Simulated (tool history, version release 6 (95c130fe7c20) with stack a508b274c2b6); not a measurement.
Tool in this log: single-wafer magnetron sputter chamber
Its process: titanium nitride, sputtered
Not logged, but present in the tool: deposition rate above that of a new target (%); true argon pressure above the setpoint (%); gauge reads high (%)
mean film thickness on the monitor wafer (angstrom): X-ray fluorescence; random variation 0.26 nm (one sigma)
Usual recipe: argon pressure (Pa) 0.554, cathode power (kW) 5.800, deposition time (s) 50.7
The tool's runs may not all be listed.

run	hour	argon pressure (Pa)	cathode power (kW)	deposition time (s)	wafers since the last listed run	wafers on the sputter target	hours since the last manometer calibration	hours since the magnet pack was replaced	hours since the gauge calibration	read-back reference wafer on the same gauge, thickness_nm	mean film thickness on the monitor wafer (angstrom)
1	0.0	0.554	5.200	50.7	0	4457	1522.9	9515.0	351.7	61.961	460.42
2	106.1	0.554	5.800	47.0	2671	7128	1629.0	9621.1	457.8	61.795	471.69
# hour 163.0: sputter target and shields replaced
3	179.0	0.554	5.800	47.0	1633	401	1701.9	9694.0	530.7	61.903	497.45
4	463.0	0.554	5.800	50.7	7149	7551	1985.9	9978.0	814.7	61.812	513.05
5	499.0	0.554	5.800	50.7	906	8458	2021.9	10014.0	850.7	61.916	513.18
# hour 510.1: sputter target and shields replaced
6	577.7	0.554	5.800	50.7	1779	1701	2100.6	10092.7	929.4	61.870	530.26
7	618.1	0.554	4.800	50.7	1017	2718	2141.0	10133.1	969.8	61.796	435.33
8	662.0	0.554	4.800	50.7	1105	3824	2184.9	10177.0	1013.7	61.985	434.66
9	701.5	0.554	4.800	50.7	994	4818	2224.4	10216.5	1053.2	61.913	431.79
10	786.1	0.554	5.800	50.7	2129	6948	2309.0	10301.1	1137.8	62.052	514.89
# hour 831.8: sputter target and shields replaced
11	876.1	0.634	6.450	50.7	2064	1116	2399.0	10391.1	1227.8	61.826	562.37
# hour 891.5: magnet pack replaced
12	971.1	0.430	5.800	50.7	2190	3306	2494.0	79.6	1322.8	61.835	559.58
# hour 1021.1: capacitance manometer re-zeroed and calibrated
13	1021.6	0.554	5.800	50.7	1069	4376	0.5	130.1	1373.3	62.051	517.22
# hour 1048.2: gauge calibrated
14	1119.3	0.411	6.350	58.6	2459	6836	98.2	227.8	71.1	61.838	708.11
# hour 1167.7: sputter target and shields replaced
15	1172.1	0.647	7.200	45.0	1127	111	151.0	280.6	123.9	61.890	562.62
16	1268.9	0.554	5.800	50.7	2437	2548	247.8	377.4	220.7	61.828	523.27
17	1374.0	0.554	6.800	50.7	2645	5194	352.9	482.5	325.8	61.925	605.18
18	1448.2	0.496	5.800	60.1	1868	7063	427.1	556.7	400.0	61.935	635.63
19	1505.3	0.554	6.400	48.1	1437	8500	484.2	613.8	457.1	61.777	541.70
# hour 1520.4: sputter target and shields replaced
20	1547.1	0.647	7.200	45.0	850	673	526.0	655.6	498.9	62.012	557.25

Measured result minus the same run's result without the hidden state. Both carry the same run-to-run variation, though not necessarily the same gauge scatter:
run	mean film thickness on the monitor wafer (angstrom)
1	-24.04
2	-27.93
3	-6.51
4	-30.69
5	-31.20
6	-15.12
7	-16.67
8	-19.75
9	-21.50
10	-28.34
11	-14.20
12	-26.91
13	-27.98
14	-42.48
15	-1.32
16	-18.41
17	-29.83
18	-33.98
19	-29.87
20	-12.70
